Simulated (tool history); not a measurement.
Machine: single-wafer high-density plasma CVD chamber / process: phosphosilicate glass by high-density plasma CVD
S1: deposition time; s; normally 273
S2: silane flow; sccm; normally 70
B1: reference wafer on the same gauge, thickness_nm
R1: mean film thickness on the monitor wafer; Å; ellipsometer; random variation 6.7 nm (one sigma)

{"run": 1, "hour": 0.0, "S1": 273, "S2": 70, "B1": 1829.165, "R1": 19327.54}
{"run": 2, "hour": 137.7, "S1": 273, "S2": 70, "B1": 1829.08, "R1": 19278.41}
{"run": 3, "hour": 169.1, "S1": 273, "S2": 70, "B1": 1830.075, "R1": 19295.05}
{"run": 4, "hour": 209.5, "S1": 273, "S2": 70, "B1": 1829.644, "R1": 19394.93}
{"run": 5, "hour": 243.7, "S1": 273, "S2": 70, "B1": 1830.318, "R1": 19304.67}
{"run": 6, "hour": 311.7, "S1": 273, "S2": 70, "B1": 1830.746, "R1": 19354.47}
{"run": 7, "hour": 371.1, "S1": 285, "S2": 70, "B1": 1829.295, "R1": 20229.45}
{"run": 8, "hour": 439.3, "S1": 285, "S2": 70, "B1": 1828.979, "R1": 20061.9}
{"run": 9, "hour": 482.8, "S1": 285, "S2": 70, "B1": 1830.151, "R1": 20258.7}
{"run": 10, "hour": 528.2, "S1": 273, "S2": 73, "B1": 1829.651, "R1": 19906.91}
{"run": 11, "hour": 581.3, "S1": 273, "S2": 73, "B1": 1830.315, "R1": 19957.54}
{"run": 12, "hour": 615.4, "S1": 273, "S2": 79, "B1": 1828.993, "R1": 21302.28}
{"run": 13, "hour": 680.4, "S1": 273, "S2": 79, "B1": 1829.689, "R1": 21325.75}
{"run": 14, "hour": 717.4, "S1": 273, "S2": 80, "B1": 1830.002, "R1": 21616.68}
{"run": 15, "hour": 757.6, "S1": 273, "S2": 61, "B1": 1830.376, "R1": 17149.18}
{"run": 16, "hour": 819.6, "S1": 231, "S2": 75, "B1": 1830.253, "R1": 17159.17}
{"hour": 842.8, "done": "gauge calibrated"}
{"run": 17, "hour": 878.7, "S1": 246, "S2": 70, "B1": 1830.299, "R1": 17365.72}
{"run": 18, "hour": 914.6, "S1": 273, "S2": 60, "B1": 1829.65, "R1": 16989.47}
{"run": 19, "hour": 985.6, "S1": 327, "S2": 70, "B1": 1830.178, "R1": 22823.14}
{"run": 20, "hour": 1030.1, "S1": 306, "S2": 70, "B1": 1829.407, "R1": 21361.15}
{"hour": 1219.9, "done": "silane flow controller replaced"}
{"run": 21, "hour": 1220.5, "S1": 324, "S2": 62, "B1": 1830.157, "R1": 20975.95}
{"run": 22, "hour": 1287.6, "S1": 273, "S2": 70, "B1": 1829.585, "R1": 19623.24}
{"run": 23, "hour": 1342.7, "S1": 225, "S2": 70, "B1": 1830.859, "R1": 16210.72}
{"run": 24, "hour": 1378.0, "S1": 293, "S2": 62, "B1": 1831.676, "R1": 18866.41}
{"run": 25, "hour": 1414.4, "S1": 273, "S2": 76, "B1": 1829.719, "R1": 20869.01}
{"run": 26, "hour": 1446.7, "S1": 273, "S2": 70, "B1": 1829.755, "R1": 19511.15}
{"run": 27, "hour": 1482.2, "S1": 295, "S2": 77, "B1": 1829.007, "R1": 22850.59}
{"run": 28, "hour": 1512.9, "S1": 226, "S2": 70, "B1": 1829.706, "R1": 16195.89}
{"run": 29, "hour": 1584.0, "S1": 273, "S2": 70, "B1": 1829.96, "R1": 19478.18}

Below, each run's measurement less what the same run would have read without the hidden state. Both values contain the same run-to-run variation, but the gauge's scatter may not be the same in both:
Hidden conditions of the tool in this case: delivered silane flow above the setpoint (%); gauge reads high (%).
run=1 R1=-165.81
run=2 R1=-202.73
run=3 R1=-211.45
run=4 R1=-223.6
run=5 R1=-231.89
run=6 R1=-251.11
run=7 R1=-279.49
run=8 R1=-296.61
run=9 R1=-312.05
run=10 R1=-319.5
run=11 R1=-335.42
run=12 R1=-368.4
run=13 R1=-388.62
run=14 R1=-405.37
run=15 R1=-331.47
run=16 R1=-346.94
run=17 R1=-365.87
run=18 R1=-366.72
run=19 R1=-516.01
run=20 R1=-496.68
run=21 R1=+20.87
run=22 R1=+1.37
run=23 R1=-11.2
run=24 R1=-22.24
run=25 R1=-35.12
run=26 R1=-41.56
run=27 R1=-59.93
run=28 R1=-49.37
run=29 R1=-78.63

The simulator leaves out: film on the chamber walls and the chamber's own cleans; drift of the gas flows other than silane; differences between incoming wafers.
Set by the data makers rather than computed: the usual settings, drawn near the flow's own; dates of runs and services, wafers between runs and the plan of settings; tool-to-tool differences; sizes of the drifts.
